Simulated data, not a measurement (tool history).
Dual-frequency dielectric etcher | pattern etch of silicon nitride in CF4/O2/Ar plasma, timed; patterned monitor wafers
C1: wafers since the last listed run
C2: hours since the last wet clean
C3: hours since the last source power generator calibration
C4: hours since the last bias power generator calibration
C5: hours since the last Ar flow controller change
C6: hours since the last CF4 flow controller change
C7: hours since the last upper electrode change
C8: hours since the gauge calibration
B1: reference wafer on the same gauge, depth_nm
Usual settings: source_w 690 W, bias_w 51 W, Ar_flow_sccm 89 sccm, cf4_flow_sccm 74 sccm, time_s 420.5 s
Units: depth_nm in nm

{"run": 1, "hour": 0.0, "source_w": 530, "bias_w": 51, "Ar_flow_sccm": 89, "cf4_flow_sccm": 92, "time_s": 420.5, "C1": 0, "C2": 0.5, "C3": 3581.6, "C4": 4863.5, "C5": 31.6, "C6": 2.8, "C7": 3005.6, "C8": 309.7, "B1": 1100.3, "depth_nm": 796.9}
{"run": 2, "hour": 0.4, "source_w": 690, "bias_w": 51, "Ar_flow_sccm": 89, "cf4_flow_sccm": 62, "time_s": 420.5, "C1": 1, "C2": 0.9, "C3": 3582.0, "C4": 4863.9, "C5": 32.0, "C6": 3.2, "C7": 3006.0, "C8": 310.1, "B1": 1100.0, "depth_nm": 973.0}
{"hour": 7.4, "done": "bias power generator calibrated"}
{"run": 3, "hour": 28.8, "source_w": 690, "bias_w": 47, "Ar_flow_sccm": 89, "cf4_flow_sccm": 58, "time_s": 420.5, "C1": 75, "C2": 29.3, "C3": 3610.4, "C4": 21.4, "C5": 60.4, "C6": 31.6, "C7": 3034.4, "C8": 338.5, "B1": 1100.3, "depth_nm": 936.9}
{"run": 4, "hour": 37.1, "source_w": 690, "bias_w": 51, "Ar_flow_sccm": 89, "cf4_flow_sccm": 74, "time_s": 420.5, "C1": 25, "C2": 37.6, "C3": 3618.7, "C4": 29.7, "C5": 68.7, "C6": 39.9, "C7": 3042.7, "C8": 346.8, "B1": 1099.7, "depth_nm": 1005.2}
{"run": 5, "hour": 53.0, "source_w": 690, "bias_w": 51, "Ar_flow_sccm": 99, "cf4_flow_sccm": 74, "time_s": 420.5, "C1": 48, "C2": 53.5, "C3": 3634.6, "C4": 45.6, "C5": 84.6, "C6": 55.8, "C7": 3058.6, "C8": 362.7, "B1": 1100.3, "depth_nm": 987.2}
{"run": 6, "hour": 67.0, "source_w": 690, "bias_w": 60, "Ar_flow_sccm": 68, "cf4_flow_sccm": 89, "time_s": 534.0, "C1": 43, "C2": 67.5, "C3": 3648.6, "C4": 59.6, "C5": 98.6, "C6": 69.8, "C7": 3072.6, "C8": 376.7, "B1": 1099.8, "depth_nm": 1421.9}
{"hour": 76.2, "done": "gauge calibrated"}
{"run": 7, "hour": 76.9, "source_w": 560, "bias_w": 39, "Ar_flow_sccm": 81, "cf4_flow_sccm": 74, "time_s": 420.5, "C1": 30, "C2": 77.4, "C3": 3658.5, "C4": 69.5, "C5": 108.5, "C6": 79.7, "C7": 3082.5, "C8": 0.7, "B1": 1100.2, "depth_nm": 770.7}
{"hour": 105.8, "done": "upper electrode replaced"}
{"run": 8, "hour": 106.3, "source_w": 690, "bias_w": 51, "Ar_flow_sccm": 89, "cf4_flow_sccm": 74, "time_s": 420.5, "C1": 16, "C2": 106.8, "C3": 3687.9, "C4": 98.9, "C5": 137.9, "C6": 109.1, "C7": 0.5, "C8": 30.1, "B1": 1100.1, "depth_nm": 1002.6}
{"run": 9, "hour": 106.8, "source_w": 690, "bias_w": 47, "Ar_flow_sccm": 89, "cf4_flow_sccm": 81, "time_s": 420.5, "C1": 1, "C2": 107.3, "C3": 3688.4, "C4": 99.4, "C5": 138.4, "C6": 109.6, "C7": 1.0, "C8": 30.6, "B1": 1100.8, "depth_nm": 1000.2}
{"run": 10, "hour": 113.6, "source_w": 610, "bias_w": 51, "Ar_flow_sccm": 103, "cf4_flow_sccm": 74, "time_s": 473.5, "C1": 20, "C2": 114.1, "C3": 3695.2, "C4": 106.2, "C5": 145.2, "C6": 116.4, "C7": 7.8, "C8": 37.4, "B1": 1099.4, "depth_nm": 975.5}
{"run": 11, "hour": 120.1, "source_w": 860, "bias_w": 51, "Ar_flow_sccm": 89, "cf4_flow_sccm": 82, "time_s": 420.5, "C1": 19, "C2": 120.6, "C3": 3701.7, "C4": 112.7, "C5": 151.7, "C6": 122.9, "C7": 14.3, "C8": 43.9, "B1": 1100.4, "depth_nm": 1266.4}
{"hour": 125.4, "done": "source power generator calibrated"}
{"run": 12, "hour": 130.6, "source_w": 690, "bias_w": 51, "Ar_flow_sccm": 89, "cf4_flow_sccm": 74, "time_s": 420.5, "C1": 19, "C2": 131.1, "C3": 5.2, "C4": 123.2, "C5": 162.2, "C6": 133.4, "C7": 24.8, "C8": 54.4, "B1": 1099.9, "depth_nm": 1054.3}
{"run": 13, "hour": 138.4, "source_w": 690, "bias_w": 51, "Ar_flow_sccm": 78, "cf4_flow_sccm": 74, "time_s": 535.0, "C1": 23, "C2": 138.9, "C3": 13.0, "C4": 131.0, "C5": 170.0, "C6": 141.2, "C7": 32.6, "C8": 62.2, "B1": 1099.4, "depth_nm": 1365.7}
{"run": 14, "hour": 156.3, "source_w": 690, "bias_w": 51, "Ar_flow_sccm": 89, "cf4_flow_sccm": 74, "time_s": 420.5, "C1": 55, "C2": 156.8, "C3": 30.9, "C4": 148.9, "C5": 187.9, "C6": 159.1, "C7": 50.5, "C8": 80.1, "B1": 1100.7, "depth_nm": 1050.6}
{"run": 15, "hour": 169.4, "source_w": 760, "bias_w": 51, "Ar_flow_sccm": 89, "cf4_flow_sccm": 74, "time_s": 420.5, "C1": 40, "C2": 169.9, "C3": 44.0, "C4": 162.0, "C5": 201.0, "C6": 172.2, "C7": 63.6, "C8": 93.2, "B1": 1099.8, "depth_nm": 1159.4}
{"run": 16, "hour": 185.2, "source_w": 830, "bias_w": 51, "Ar_flow_sccm": 89, "cf4_flow_sccm": 58, "time_s": 420.5, "C1": 48, "C2": 185.7, "C3": 59.8, "C4": 177.8, "C5": 216.8, "C6": 188.0, "C7": 79.4, "C8": 109.0, "B1": 1100.3, "depth_nm": 1203.7}
{"run": 17, "hour": 195.9, "source_w": 810, "bias_w": 51, "Ar_flow_sccm": 77, "cf4_flow_sccm": 64, "time_s": 503.5, "C1": 32, "C2": 196.4, "C3": 70.5, "C4": 188.5, "C5": 227.5, "C6": 198.7, "C7": 90.1, "C8": 119.7, "B1": 1099.2, "depth_nm": 1469.6}
{"run": 18, "hour": 213.6, "source_w": 860, "bias_w": 51, "Ar_flow_sccm": 89, "cf4_flow_sccm": 82, "time_s": 420.5, "C1": 54, "C2": 214.1, "C3": 88.2, "C4": 206.2, "C5": 245.2, "C6": 216.4, "C7": 107.8, "C8": 137.4, "B1": 1099.5, "depth_nm": 1325.6}
{"run": 19, "hour": 227.5, "source_w": 610, "bias_w": 51, "Ar_flow_sccm": 89, "cf4_flow_sccm": 74, "time_s": 420.5, "C1": 42, "C2": 228.0, "C3": 102.1, "C4": 220.1, "C5": 259.1, "C6": 230.3, "C7": 121.7, "C8": 151.3, "B1": 1099.6, "depth_nm": 929.2}
{"run": 20, "hour": 238.7, "source_w": 690, "bias_w": 51, "Ar_flow_sccm": 89, "cf4_flow_sccm": 74, "time_s": 420.5, "C1": 34, "C2": 239.2, "C3": 113.3, "C4": 231.3, "C5": 270.3, "C6": 241.5, "C7": 132.9, "C8": 162.5, "B1": 1100.5, "depth_nm": 1050.4}
{"run": 21, "hour": 256.3, "source_w": 690, "bias_w": 51, "Ar_flow_sccm": 89, "cf4_flow_sccm": 62, "time_s": 420.5, "C1": 54, "C2": 256.8, "C3": 130.9, "C4": 248.9, "C5": 287.9, "C6": 259.1, "C7": 150.5, "C8": 180.1, "B1": 1101.1, "depth_nm": 1016.9}

4 ways to go on from here, each from the tool as it stands after run 21. What would each give?
{"run": "A", "hour": 256.8, "source_w": 800, "bias_w": 51, "Ar_flow_sccm": 89, "cf4_flow_sccm": 74, "time_s": 420.5, "C1": 1, "C2": 257.3, "C3": 131.4, "C4": 249.4, "C5": 288.4, "C6": 259.6, "C7": 151.0, "C8": 180.6, "B1": "?", "depth_nm": "?"}
{"run": "B", "hour": 256.8, "source_w": 740, "bias_w": 51, "Ar_flow_sccm": 72, "cf4_flow_sccm": 66, "time_s": 535.5, "C1": 1, "C2": 257.3, "C3": 131.4, "C4": 249.4, "C5": 288.4, "C6": 259.6, "C7": 151.0, "C8": 180.6, "B1": "?", "depth_nm": "?"}
{"run": "C", "hour": 256.8, "source_w": 690, "bias_w": 51, "Ar_flow_sccm": 89, "cf4_flow_sccm": 87, "time_s": 420.5, "C1": 1, "C2": 257.3, "C3": 131.4, "C4": 249.4, "C5": 288.4, "C6": 259.6, "C7": 151.0, "C8": 180.6, "B1": "?", "depth_nm": "?"}
{"run": "D", "hour": 256.8, "source_w": 690, "bias_w": 51, "Ar_flow_sccm": 72, "cf4_flow_sccm": 74, "time_s": 420.5, "C1": 1, "C2": 257.3, "C3": 131.4, "C4": 249.4, "C5": 288.4, "C6": 259.6, "C7": 151.0, "C8": 180.6, "B1": "?", "depth_nm": "?"}

run=A B1=1100.3 depth_nm=1216.7
run=B B1=1100.3 depth_nm=1454.1
run=C B1=1100.3 depth_nm=1080.3
run=D B1=1100.3 depth_nm=1086.2
Without the tool's hidden state the same runs would have given:
run=A depth_nm=1222.2
run=B depth_nm=1460.7
run=C depth_nm=1085.2
run=D depth_nm=1091.1
